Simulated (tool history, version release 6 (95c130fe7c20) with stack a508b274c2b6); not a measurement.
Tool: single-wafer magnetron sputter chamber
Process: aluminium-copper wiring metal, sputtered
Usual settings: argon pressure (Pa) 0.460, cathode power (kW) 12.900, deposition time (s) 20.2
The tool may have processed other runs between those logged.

run     day  argon pressure (Pa)  cathode power (kW)  deposition time (s)  wafers since the last listed run  wafers on the sputter target  hours since the last manometer calibration  hours since the magnet pack was replaced  hours since the gauge calibration  read-back reference wafer on the same gauge, thickness_nm  mean film thickness on the monitor wafer (nm)
  1   0.000                0.395              12.900                 20.2                                 0                          7241                                      1999.9                                    7325.8                              167.0                                                    462.793                                        467.072
  2   0.721                0.460              12.900                 20.2                               590                          7831                                      2017.2                                    7343.1                              184.3                                                    463.599                                        446.053
  3   2.033                0.460              12.900                 20.2                              1074                          8905                                      2048.7                                    7374.6                              215.8                                                    462.903                                        444.234
      2.608  -- sputter target and shields replaced
  4   2.629                0.460              12.900                 20.2                               214                            17                                      2063.0                                    7388.9                              230.1                                                    462.188                                        457.269
      2.942  -- gauge calibrated
  5   3.996                0.460              12.900                 20.2                              1118                          1136                                      2095.8                                    7421.7                               25.3                                                    463.555                                        461.417
  6   5.462                0.460              12.900                 20.2                              1200                          2336                                      2131.0                                    7456.9                               60.5                                                    463.216                                        457.688
  7   6.042                0.460              12.900                 20.2                               474                          2810                                      2144.9                                    7470.8                               74.4                                                    463.166                                        457.739
  8   6.996                0.460              12.900                 23.0                               781                          3592                                      2167.8                                    7493.7                               97.3                                                    462.963                                        521.265
  9   7.946                0.460              12.900                 19.3                               777                          4369                                      2190.6                                    7516.5                              120.1                                                    463.275                                        434.504
 10   8.758                0.460              12.900                 20.2                               665                          5034                                      2210.1                                    7536.0                              139.6                                                    463.458                                        455.688
      9.575  -- magnet pack replaced
      9.858  -- capacitance manometer re-zeroed and calibrated
 11   9.892                0.460              12.900                 20.2                               421                          5456                                         0.8                                       7.6                              166.8                                                    462.725                                        452.581
 12  10.892                0.460              12.900                 23.5                               818                          6275                                        24.8                                      31.6                              190.8                                                    463.520                                        523.283

Expected results for the next run?
 13  12.212                0.460              11.850                 22.1                              1081                          7356                                        56.5                                      63.3                              222.5                                                          ?                                              ?

Logged for run 13: read-back reference wafer on the same gauge, thickness_nm 463.388, mean film thickness on the monitor wafer (nm) 450.342.
With no hidden state in the tool, this same run would have given mean film thickness on the monitor wafer (nm) 462.798.
